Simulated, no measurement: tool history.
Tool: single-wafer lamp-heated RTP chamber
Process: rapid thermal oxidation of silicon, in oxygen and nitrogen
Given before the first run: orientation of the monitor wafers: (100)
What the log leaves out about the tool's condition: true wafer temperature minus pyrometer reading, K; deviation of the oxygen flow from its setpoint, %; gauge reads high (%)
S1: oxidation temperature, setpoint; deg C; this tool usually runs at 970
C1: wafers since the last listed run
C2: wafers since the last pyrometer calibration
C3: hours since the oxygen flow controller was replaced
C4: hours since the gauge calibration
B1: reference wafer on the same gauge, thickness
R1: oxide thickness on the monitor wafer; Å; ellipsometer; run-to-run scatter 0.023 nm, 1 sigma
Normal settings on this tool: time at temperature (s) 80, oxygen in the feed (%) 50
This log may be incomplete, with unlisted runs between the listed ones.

run 1 hour=0.0 | S1=970 time_at_temperature_(s)=55 oxygen_in_the_feed_(%)=50 | C1=0 C2=564 C3=5074.4 C4=1231.1 | B1=4.998 | R1=40.28
-- hour=50.2 gauge calibrated
run 2 hour=60.2 | S1=970 time_at_temperature_(s)=55 oxygen_in_the_feed_(%)=50 | C1=758 C2=1322 C3=5134.6 C4=10.0 | B1=5.001 | R1=39.83
run 3 hour=120.0 | S1=970 time_at_temperature_(s)=80 oxygen_in_the_feed_(%)=50 | C1=753 C2=2075 C3=5194.4 C4=69.8 | B1=5.001 | R1=46.23
run 4 hour=291.8 | S1=970 time_at_temperature_(s)=80 oxygen_in_the_feed_(%)=50 | C1=2163 C2=4238 C3=5366.2 C4=241.6 | B1=5.006 | R1=46.34
run 5 hour=324.6 | S1=970 time_at_temperature_(s)=80 oxygen_in_the_feed_(%)=50 | C1=413 C2=4651 C3=5399.0 C4=274.4 | B1=4.999 | R1=46.21
-- hour=370.5 pyrometer window cleaned and pyrometer calibrated
run 6 hour=372.9 | S1=970 time_at_temperature_(s)=80 oxygen_in_the_feed_(%)=50 | C1=507 C2=29 C3=5447.3 C4=322.7 | B1=5.002 | R1=46.39
run 7 hour=409.6 | S1=970 time_at_temperature_(s)=80 oxygen_in_the_feed_(%)=50 | C1=462 C2=492 C3=5484.0 C4=359.4 | B1=4.997 | R1=46.03
run 8 hour=461.3 | S1=970 time_at_temperature_(s)=80 oxygen_in_the_feed_(%)=50 | C1=651 C2=1143 C3=5535.7 C4=411.1 | B1=5.009 | R1=46.46
run 9 hour=508.0 | S1=954 time_at_temperature_(s)=80 oxygen_in_the_feed_(%)=50 | C1=588 C2=1731 C3=5582.4 C4=457.8 | B1=5.002 | R1=41.50
run 10 hour=535.6 | S1=954 time_at_temperature_(s)=80 oxygen_in_the_feed_(%)=50 | C1=347 C2=2078 C3=5610.0 C4=485.4 | B1=4.999 | R1=41.51
run 11 hour=567.8 | S1=954 time_at_temperature_(s)=80 oxygen_in_the_feed_(%)=50 | C1=405 C2=2484 C3=5642.2 C4=517.6 | B1=5.002 | R1=41.76
run 12 hour=610.5 | S1=970 time_at_temperature_(s)=80 oxygen_in_the_feed_(%)=50 | C1=537 C2=3022 C3=5684.9 C4=560.3 | B1=4.997 | R1=46.60
run 13 hour=644.9 | S1=970 time_at_temperature_(s)=80 oxygen_in_the_feed_(%)=50 | C1=433 C2=3455 C3=5719.3 C4=594.7 | B1=5.001 | R1=46.48
run 14 hour=702.0 | S1=970 time_at_temperature_(s)=80 oxygen_in_the_feed_(%)=50 | C1=719 C2=4174 C3=5776.4 C4=651.8 | B1=5.005 | R1=46.06
run 15 hour=726.8 | S1=970 time_at_temperature_(s)=80 oxygen_in_the_feed_(%)=50 | C1=312 C2=4486 C3=5801.2 C4=676.6 | B1=5.002 | R1=46.30
-- hour=780.7 pyrometer window cleaned and pyrometer calibrated
-- hour=781.7 oxygen flow controller replaced
run 16 hour=793.1 | S1=970 time_at_temperature_(s)=80 oxygen_in_the_feed_(%)=50 | C1=721 C2=144 C3=11.4 C4=742.9 | B1=5.003 | R1=46.26
run 17 hour=847.3 | S1=970 time_at_temperature_(s)=80 oxygen_in_the_feed_(%)=50 | C1=682 C2=826 C3=65.6 C4=797.1 | B1=5.004 | R1=46.27
run 18 hour=877.0 | S1=970 time_at_temperature_(s)=112 oxygen_in_the_feed_(%)=26 | C1=374 C2=1200 C3=95.3 C4=826.8 | B1=5.004 | R1=43.23
run 19 hour=906.3 | S1=970 time_at_temperature_(s)=80 oxygen_in_the_feed_(%)=50 | C1=368 C2=1569 C3=124.6 C4=856.1 | B1=5.001 | R1=46.25
run 20 hour=1108.6 | S1=956 time_at_temperature_(s)=94 oxygen_in_the_feed_(%)=68 | C1=2547 C2=4117 C3=326.9 C4=1058.4 | B1=5.001 | R1=49.32
run 21 hour=1168.6 | S1=960 time_at_temperature_(s)=80 oxygen_in_the_feed_(%)=22 | C1=755 C2=4872 C3=386.9 C4=1118.4 | B1=4.998 | R1=34.93
-- hour=1179.4 pyrometer window cleaned and pyrometer calibrated
run 22 hour=1195.3 | S1=970 time_at_temperature_(s)=80 oxygen_in_the_feed_(%)=32 | C1=235 C2=200 C3=413.6 C4=1145.1 | B1=5.001 | R1=40.56
-- hour=1239.1 gauge calibrated
run 23 hour=1242.9 | S1=945 time_at_temperature_(s)=80 oxygen_in_the_feed_(%)=50 | C1=599 C2=799 C3=461.2 C4=3.8 | B1=5.001 | R1=39.07
run 24 hour=1305.9 | S1=962 time_at_temperature_(s)=80 oxygen_in_the_feed_(%)=50 | C1=793 C2=1593 C3=524.2 C4=66.8 | B1=4.999 | R1=43.42
run 25 hour=1366.1 | S1=970 time_at_temperature_(s)=80 oxygen_in_the_feed_(%)=50 | C1=758 C2=2351 C3=584.4 C4=127.0 | B1=4.999 | R1=46.54
run 26 hour=1409.3 | S1=941 time_at_temperature_(s)=108 oxygen_in_the_feed_(%)=40 | C1=544 C2=2895 C3=627.6 C4=170.2 | B1=4.999 | R1=40.10
run 27 hour=1471.7 | S1=970 time_at_temperature_(s)=80 oxygen_in_the_feed_(%)=23 | C1=785 C2=3681 C3=690.0 C4=232.6 | B1=5.004 | R1=37.36
run 28 hour=1531.8 | S1=952 time_at_temperature_(s)=45 oxygen_in_the_feed_(%)=50 | C1=756 C2=4438 C3=750.1 C4=292.7 | B1=5.009 | R1=33.49
-- hour=1575.1 pyrometer window cleaned and pyrometer calibrated
run 29 hour=1588.3 | S1=988 time_at_temperature_(s)=110 oxygen_in_the_feed_(%)=27 | C1=610 C2=166 C3=806.6 C4=349.2 | B1=4.996 | R1=49.18
run 30 hour=1644.0 | S1=970 time_at_temperature_(s)=80 oxygen_in_the_feed_(%)=50 | C1=701 C2=867 C3=862.3 C4=404.9 | B1=5.000 | R1=46.52
run 31 hour=1696.2 | S1=962 time_at_temperature_(s)=91 oxygen_in_the_feed_(%)=74 | C1=657 C2=1525 C3=914.5 C4=457.1 | B1=4.996 | R1=52.51
run 32 hour=1726.0 | S1=951 time_at_temperature_(s)=57 oxygen_in_the_feed_(%)=40 | C1=375 C2=1900 C3=944.3 C4=486.9 | B1=4.991 | R1=34.36
run 33 hour=1786.0 | S1=979 time_at_temperature_(s)=95 oxygen_in_the_feed_(%)=33 | C1=755 C2=2656 C3=1004.3 C4=546.9 | B1=4.997 | R1=46.59
run 34 hour=1821.8 | S1=970 time_at_temperature_(s)=80 oxygen_in_the_feed_(%)=50 | C1=450 C2=3107 C3=1040.1 C4=582.7 | B1=4.998 | R1=46.37

Entry by entry between the runs, the difference in hidden state between the last listed run before and the first listed run after:
Runs 1 to 2: gauge calibrated (hour 50.2)
  no difference in the tool's unlogged condition between these two runs
Runs 5 to 6: pyrometer window cleaned and pyrometer calibrated (hour 370.5)
  no difference in the tool's unlogged condition between these two runs
Runs 15 to 16: pyrometer window cleaned and pyrometer calibrated (hour 780.7); oxygen flow controller replaced (hour 781.7)
  no difference in the tool's unlogged condition between these two runs
Runs 21 to 22: pyrometer window cleaned and pyrometer calibrated (hour 1179.4)
  no difference in the tool's unlogged condition between these two runs
Runs 22 to 23: gauge calibrated (hour 1239.1)
  no difference in the tool's unlogged condition between these two runs
Runs 28 to 29: pyrometer window cleaned and pyrometer calibrated (hour 1575.1)
  no difference in the tool's unlogged condition between these two runs
